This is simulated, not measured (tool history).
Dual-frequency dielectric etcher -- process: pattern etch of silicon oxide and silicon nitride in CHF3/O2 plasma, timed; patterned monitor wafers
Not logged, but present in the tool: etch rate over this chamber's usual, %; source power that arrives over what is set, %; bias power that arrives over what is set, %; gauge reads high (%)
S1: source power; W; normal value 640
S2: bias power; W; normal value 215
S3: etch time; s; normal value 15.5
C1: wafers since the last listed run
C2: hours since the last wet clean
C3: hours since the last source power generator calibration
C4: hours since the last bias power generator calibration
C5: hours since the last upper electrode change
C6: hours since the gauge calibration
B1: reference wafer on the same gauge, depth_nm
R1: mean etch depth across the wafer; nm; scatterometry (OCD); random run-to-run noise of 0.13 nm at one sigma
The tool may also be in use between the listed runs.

{"run": 1, "day": 0.0, "S1": 680, "S2": 215, "S3": 15.5, "C1": 0, "C2": 291.4, "C3": 1892.4, "C4": 1764.8, "C5": 4846.4, "C6": 133.8, "B1": 22.9, "R1": 27.88}
{"run": 2, "day": 2.375, "S1": 680, "S2": 215, "S3": 15.5, "C1": 1052, "C2": 348.4, "C3": 1949.4, "C4": 1821.8, "C5": 4903.4, "C6": 190.8, "B1": 22.88, "R1": 27.83}
{"run": 3, "day": 4.079, "S1": 710, "S2": 215, "S3": 15.5, "C1": 755, "C2": 389.3, "C3": 1990.3, "C4": 1862.7, "C5": 4944.3, "C6": 231.7, "B1": 22.9, "R1": 28.28}
{"run": 4, "day": 5.867, "S1": 570, "S2": 215, "S3": 15.5, "C1": 792, "C2": 432.2, "C3": 2033.2, "C4": 1905.6, "C5": 4987.2, "C6": 274.6, "B1": 22.91, "R1": 26.15}
{"run": 5, "day": 7.771, "S1": 570, "S2": 215, "S3": 15.5, "C1": 844, "C2": 477.9, "C3": 2078.9, "C4": 1951.3, "C5": 5032.9, "C6": 320.3, "B1": 22.9, "R1": 26.44}
{"run": 6, "day": 9.683, "S1": 560, "S2": 215, "S3": 15.5, "C1": 847, "C2": 523.8, "C3": 2124.8, "C4": 1997.2, "C5": 5078.8, "C6": 366.2, "B1": 22.88, "R1": 26.16}
{"run": 7, "day": 11.858, "S1": 560, "S2": 215, "S3": 15.5, "C1": 964, "C2": 576.0, "C3": 2177.0, "C4": 2049.4, "C5": 5131.0, "C6": 418.4, "B1": 22.89, "R1": 26.46}
{"day": 14.612, "done": "wet clean of the chamber"}
{"run": 8, "day": 20.658, "S1": 560, "S2": 215, "S3": 15.5, "C1": 3458, "C2": 145.1, "C3": 2388.2, "C4": 2260.6, "C5": 5342.2, "C6": 629.6, "B1": 22.89, "R1": 25.44}
{"day": 20.896, "done": "source power generator calibrated"}
{"day": 21.7, "done": "bias power generator calibrated"}
{"run": 9, "day": 21.75, "S1": 640, "S2": 215, "S3": 15.5, "C1": 336, "C2": 171.3, "C3": 20.5, "C4": 1.2, "C5": 5368.4, "C6": 655.8, "B1": 22.9, "R1": 26.89}
{"day": 23.758, "done": "gauge calibrated"}
{"day": 24.692, "done": "upper electrode replaced"}
{"run": 10, "day": 24.712, "S1": 500, "S2": 191, "S3": 18.5, "C1": 870, "C2": 242.4, "C3": 91.6, "C4": 72.3, "C5": 0.5, "C6": 22.9, "B1": 22.9, "R1": 28.38}
{"run": 11, "day": 26.062, "S1": 720, "S2": 265, "S3": 15.5, "C1": 598, "C2": 274.8, "C3": 124.0, "C4": 104.7, "C5": 32.9, "C6": 55.3, "B1": 22.92, "R1": 30.12}
{"run": 12, "day": 27.633, "S1": 480, "S2": 240, "S3": 18.0, "C1": 696, "C2": 312.5, "C3": 161.7, "C4": 142.4, "C5": 70.6, "C6": 93.0, "B1": 22.88, "R1": 29.25}
{"run": 13, "day": 30.167, "S1": 640, "S2": 215, "S3": 15.5, "C1": 1123, "C2": 373.3, "C3": 222.5, "C4": 203.2, "C5": 131.4, "C6": 153.8, "B1": 22.91, "R1": 27.34}
{"run": 14, "day": 32.296, "S1": 720, "S2": 265, "S3": 15.5, "C1": 943, "C2": 424.4, "C3": 273.6, "C4": 254.3, "C5": 182.5, "C6": 204.9, "B1": 22.89, "R1": 30.74}
{"run": 15, "day": 33.917, "S1": 640, "S2": 197, "S3": 12.5, "C1": 718, "C2": 463.3, "C3": 312.5, "C4": 293.2, "C5": 221.4, "C6": 243.8, "B1": 22.91, "R1": 21.52}
{"run": 16, "day": 36.496, "S1": 530, "S2": 179, "S3": 17.5, "C1": 1143, "C2": 525.2, "C3": 374.4, "C4": 355.1, "C5": 283.3, "C6": 305.7, "B1": 22.91, "R1": 27.47}
{"day": 38.208, "done": "wet clean of the chamber"}
{"run": 17, "day": 44.062, "S1": 640, "S2": 215, "S3": 14.5, "C1": 2911, "C2": 140.5, "C3": 556.0, "C4": 536.7, "C5": 464.9, "C6": 487.3, "B1": 22.89, "R1": 25.04}
{"run": 18, "day": 45.354, "S1": 540, "S2": 191, "S3": 15.5, "C1": 572, "C2": 171.5, "C3": 587.0, "C4": 567.7, "C5": 495.9, "C6": 518.3, "B1": 22.9, "R1": 24.0}

Table of differences, measured result less the result of that run with no hidden state. Run-to-run variation is the same in both. Gauge scatter possibly is not:
run=1 R1=+0.66
run=2 R1=+0.78
run=3 R1=+0.87
run=4 R1=+0.88
run=5 R1=+0.99
run=6 R1=+1.06
run=7 R1=+1.17
run=8 R1=+0.32
run=9 R1=+0.39
run=10 R1=+0.56
run=11 R1=+0.67
run=12 R1=+0.73
run=13 R1=+0.81
run=14 R1=+1.02
run=15 R1=+0.77
run=16 R1=+1.12
run=17 R1=+0.16
run=18 R1=+0.20

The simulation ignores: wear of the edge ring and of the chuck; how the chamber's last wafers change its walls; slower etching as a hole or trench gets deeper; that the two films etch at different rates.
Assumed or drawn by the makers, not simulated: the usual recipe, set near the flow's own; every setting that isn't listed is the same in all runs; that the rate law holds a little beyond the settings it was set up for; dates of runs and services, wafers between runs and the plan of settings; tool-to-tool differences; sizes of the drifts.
